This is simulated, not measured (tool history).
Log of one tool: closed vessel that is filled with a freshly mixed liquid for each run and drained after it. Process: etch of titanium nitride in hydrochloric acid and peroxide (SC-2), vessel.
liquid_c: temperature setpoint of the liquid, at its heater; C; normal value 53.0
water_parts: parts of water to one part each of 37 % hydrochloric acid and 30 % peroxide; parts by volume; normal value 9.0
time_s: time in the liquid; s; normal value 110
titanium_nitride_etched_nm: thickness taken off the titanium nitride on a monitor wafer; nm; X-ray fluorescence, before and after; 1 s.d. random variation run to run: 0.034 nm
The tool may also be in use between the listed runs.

run	hour	liquid_c	water_parts	time_s	read-back film thickness of the titanium nitride reference wafer, read on the same gauge (nm)	titanium_nitride_etched_nm
1	0.0	47.0	9.0	80	40.01	3.15
2	47.7	47.0	9.0	80	39.99	3.16
3	93.3	47.0	9.0	80	40.00	3.14
4	159.5	53.0	9.0	110	40.00	6.48
5	190.9	53.0	9.0	110	39.99	6.46
6	229.3	53.0	9.0	110	40.03	6.39
# hour 261.7: chemicals flow meter replaced
7	277.4	53.0	9.0	110	40.01	6.44
8	315.6	53.0	9.0	110	40.05	6.38
9	346.4	48.5	9.0	110	40.02	4.72
10	410.4	48.5	9.0	110	39.98	4.76
# hour 412.2: new drum of peroxide connected
11	446.6	48.5	9.0	110	39.99	4.96
# hour 473.5: thermometer replaced
12	486.8	53.0	9.0	110	39.99	6.70
13	554.3	53.0	9.0	165	39.98	10.04
14	594.2	48.0	11.0	80	40.03	2.95
15	645.6	53.0	6.0	110	40.04	9.24
16	686.5	53.0	9.0	110	39.97	6.67
17	741.8	53.0	9.0	110	40.00	6.72
# hour 753.7: chemicals flow meter replaced
18	774.1	53.0	9.0	110	40.01	6.59
19	803.5	53.0	13.0	135	39.98	5.98
20	829.5	53.0	7.5	110	39.99	7.69
21	877.9	57.0	9.0	75	40.01	5.85
22	923.7	53.0	9.0	80	39.95	4.84
23	975.3	53.0	9.0	110	40.05	6.63
24	1043.4	53.0	9.0	95	40.00	5.71
# hour 1064.0: gauge calibrated
25	1096.9	58.0	10.5	130	40.01	9.47
26	1137.7	55.5	11.5	150	39.98	8.63
27	1322.3	47.0	9.0	140	39.96	5.58

The next listed run, before its measurement:
# hour 1324.1: chemicals flow meter replaced
28	1393.7	57.0	6.5	150	?	?

read-back film thickness of the titanium nitride reference wafer, read on the same gauge (nm): 39.97
titanium_nitride_etched_nm: 14.91 nm
If the tool had no hidden condition, the same run with the same run-to-run variation would have returned titanium_nitride_etched_nm 15.55 nm.
